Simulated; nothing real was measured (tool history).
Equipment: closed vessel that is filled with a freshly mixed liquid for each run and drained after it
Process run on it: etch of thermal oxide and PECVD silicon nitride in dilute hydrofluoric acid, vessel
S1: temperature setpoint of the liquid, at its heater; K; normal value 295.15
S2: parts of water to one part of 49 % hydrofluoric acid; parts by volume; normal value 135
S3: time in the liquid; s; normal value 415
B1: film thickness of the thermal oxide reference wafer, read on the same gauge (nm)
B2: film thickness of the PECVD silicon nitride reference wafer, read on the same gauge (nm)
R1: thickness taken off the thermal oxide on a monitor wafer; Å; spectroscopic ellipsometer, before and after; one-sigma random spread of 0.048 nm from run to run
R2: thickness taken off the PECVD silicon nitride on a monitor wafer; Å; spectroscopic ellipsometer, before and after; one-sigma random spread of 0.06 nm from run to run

Run 1, hour 0: usual settings; B1 110.01; B2 50.01. Result: R1 124.8 Å, R2 77.9 Å.
Run 2, hour 102.5: usual settings; B1 109.97; B2 50.04. Result: R1 124.8 Å, R2 78 Å.
Run 3, hour 160: usual settings; B1 110.01; B2 50.03. Result: R1 125.4 Å, R2 77.9 Å.
Run 4, hour 196.3: usual settings; B1 109.99; B2 50. Result: R1 125.3 Å, R2 78.3 Å.
Run 5, hour 260.7: usual settings; B1 109.99; B2 49.97. Result: R1 126.2 Å, R2 78 Å.
Run 6, hour 325.4: usual settings; B1 110; B2 49.97. Result: R1 125.4 Å, R2 77.7 Å.
Run 7, hour 398.1: usual settings; B1 109.97; B2 50.05. Result: R1 126.6 Å, R2 79.6 Å.
Run 8, hour 495.9: usual settings but S1 298.65 K; B1 110.01; B2 50.02. Result: R1 144.7 Å, R2 97.2 Å.
Run 9, hour 585.8: usual settings; B1 110.01; B2 49.99. Result: R1 127.3 Å, R2 79.3 Å.
Run 10, hour 689.7: usual settings but S1 293.15 K; B1 109.99; B2 49.98. Result: R1 116.3 Å, R2 68.7 Å.
Run 11, hour 765.3: usual settings but S1 291.15 K, S2 70 parts by volume, S3 540 s; B1 109.99; B2 49.98. Result: R1 288.9 Å, R2 149.5 Å.
Run 12, hour 839.5: usual settings but S2 110 parts by volume, S3 565 s; B1 110.03; B2 50.01. Result: R1 218.3 Å, R2 130.4 Å.
Run 13, hour 884.5: usual settings but S1 290.65 K, S2 200 parts by volume; B1 109.96; B2 49.97. Result: R1 67.1 Å, R2 39.9 Å.
Run 14, hour 933.5: usual settings; B1 109.99; B2 50. Result: R1 127.4 Å, R2 79.2 Å.
Run 15, hour 1023.9: usual settings; B1 110.01; B2 50. Result: R1 126.5 Å, R2 78.9 Å.
Run 16, hour 1090: usual settings but S1 291.65 K, S2 160 parts by volume, S3 310 s; B1 109.99; B2 49.99. Result: R1 68.5 Å, R2 39.9 Å.
Run 17, hour 1290.7: usual settings but S3 510 s; B1 110.02; B2 49.99. Result: R1 151.6 Å, R2 95.8 Å.
Run 18, hour 1362.5: usual settings; B1 109.95; B2 50.02. Result: R1 123.1 Å, R2 77.6 Å.
Run 19, hour 1465: usual settings but S1 293.65 K; B1 110.04; B2 49.99. Result: R1 116.4 Å, R2 70.5 Å.
Run 20, hour 1507.8: usual settings but S1 290.65 K, S2 190 parts by volume; B1 110.05; B2 50.01. Result: R1 69.9 Å, R2 41.2 Å.
Run 21, hour 1606: usual settings; B1 110; B2 49.97. Result: R1 125.2 Å, R2 77.3 Å.
Run 22, hour 1702.4: usual settings but S1 297.65 K, S3 340 s; B1 109.98; B2 50. Result: R1 112.5 Å, R2 74.5 Å.
Run 23, hour 1750: usual settings; B1 110.04; B2 49.99. Result: R1 124.2 Å, R2 77.2 Å.
Run 24, hour 1818.4: usual settings but S2 95 parts by volume, S3 295 s; B1 110.03; B2 50.01. Result: R1 132.1 Å, R2 78.2 Å.
Run 25, hour 1869: usual settings but S2 185 parts by volume; B1 110.05; B2 49.96. Result: R1 85.6 Å, R2 57.6 Å.
Run 26, hour 1951.9: usual settings but S1 292.65 K; B1 110.03; B2 50. Result: R1 113.5 Å, R2 65.7 Å.

Not shown here: 5 entries made in the log between runs. Locate each between two listed runs and compare the hidden state at the listed run before it with the hidden state at the listed run after it:
Runs 2 to 3: gauge calibrated (hour 126.4)
  hydrofluoric acid flow above the setpoint (%): 1.7 -> 1.79
  what was measured, less what the result would be without the hidden state, R1: +2.4 -> +2.6 Å; R2: +1.3 -> +1.3 Å
Runs 9 to 10: thermometer replaced (hour 657.4)
  hydrofluoric acid flow above the setpoint (%): 2.45 -> 2.61
  what was measured, less what the result would be without the hidden state, R1: +3.5 -> +3.3 Å; R2: +1.8 -> +1.7 Å
Runs 16 to 17: hydrofluoric acid flow meter replaced (hour 1210.1); thermometer replaced (hour 1221.7)
  hydrofluoric acid flow above the setpoint (%): 3.22 -> 0.208
  what was measured, less what the result would be without the hidden state, R1: +2.5 -> +0.4 Å; R2: +1.2 -> +0.2 Å
Runs 25 to 26: thermometer replaced (hour 1928.4)
  hydrofluoric acid flow above the setpoint (%): 1.1 -> 1.22
  what was measured, less what the result would be without the hidden state, R1: +1.1 -> +1.6 Å; R2: +0.6 -> +0.8 Å
